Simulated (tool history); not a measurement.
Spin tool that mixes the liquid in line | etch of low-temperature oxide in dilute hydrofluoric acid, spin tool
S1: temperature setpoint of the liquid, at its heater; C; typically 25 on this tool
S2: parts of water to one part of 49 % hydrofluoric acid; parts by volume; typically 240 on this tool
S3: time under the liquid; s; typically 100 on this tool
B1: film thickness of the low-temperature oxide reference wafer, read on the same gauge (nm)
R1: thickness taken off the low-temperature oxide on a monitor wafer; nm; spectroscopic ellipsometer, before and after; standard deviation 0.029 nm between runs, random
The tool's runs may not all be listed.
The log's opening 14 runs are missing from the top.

Run 15, hour 179: usual settings but S1 27 C, S2 330 parts by volume; B1 70. Result: R1 4.77 nm.
Run 16, hour 225.3: usual settings but S1 28.5 C, S2 135 parts by volume, S3 145 s; B1 69.99. Result: R1 22.05 nm.
Run 17, hour 241.2: usual settings; B1 69.98. Result: R1 6.78 nm.
Run 18, hour 253.9: usual settings; B1 69.99. Result: R1 6.78 nm.
Run 19, hour 266.1: usual settings but S2 150 parts by volume; B1 70.02. Result: R1 11.98 nm.
Run 20, hour 281: usual settings but S1 22 C, S2 145 parts by volume, S3 120 s; B1 70. Result: R1 13.31 nm.
Run 21, hour 288.1: usual settings; B1 70. Result: R1 6.76 nm.
Run 22, hour 299.1: usual settings but S1 27.5 C, S2 190 parts by volume, S3 120 s; B1 69.97. Result: R1 11.92 nm.
Run 23, hour 313.2: usual settings but S1 27 C, S2 330 parts by volume; B1 70.02. Result: R1 4.86 nm.
Run 24, hour 320.9: usual settings but S2 335 parts by volume; B1 70.01. Result: R1 4.48 nm.
Run 25, hour 329.8: usual settings; B1 70.02. Result: R1 6.83 nm.
Run 26, hour 344.2: usual settings but S1 28 C; B1 69.97. Result: R1 7.66 nm.
Run 27, hour 357.6: usual settings but S1 22 C, S3 70 s; B1 70.01. Result: R1 4.31 nm.
Run 28, hour 372.1: usual settings; B1 69.99. Result: R1 6.83 nm.
Run 29, hour 384.9: usual settings but S1 28 C, S2 340 parts by volume, S3 55 s; B1 70. Result: R1 2.65 nm.
Run 30, hour 401.7: usual settings; B1 70.01. Result: R1 6.87 nm.
Run 31, hour 413.9: usual settings; B1 70.01. Result: R1 6.85 nm.
Run 32, hour 428.2: usual settings but S2 300 parts by volume; B1 69.99. Result: R1 5.13 nm.
Run 33, hour 437: usual settings but S1 23.5 C, S2 145 parts by volume; B1 69.97. Result: R1 11.92 nm.

Here are 4 independent what-if runs from the current tool condition. What would each one return?
Run A, hour 437.4: usual settings but S1 28.5 C; B1 ?. Result: R1 ?.
Run B, hour 437.4: usual settings but S2 200 parts by volume, S3 155 s; B1 ?. Result: R1 ?.
Run C, hour 437.4: usual settings but S1 29.5 C, S2 270 parts by volume, S3 80 s; B1 ?. Result: R1 ?.
Run D, hour 437.4: usual settings but S3 130 s; B1 ?. Result: R1 ?.

run  B1    R1
  A  70  7.75
  B  70  13.3
  C  70  5.52
  D  70  8.91
Stripped of hidden state, with their random variation kept, the same runs would have yielded:
run     R1
  A   7.41
  B  12.74
  C   5.27
  D   8.53

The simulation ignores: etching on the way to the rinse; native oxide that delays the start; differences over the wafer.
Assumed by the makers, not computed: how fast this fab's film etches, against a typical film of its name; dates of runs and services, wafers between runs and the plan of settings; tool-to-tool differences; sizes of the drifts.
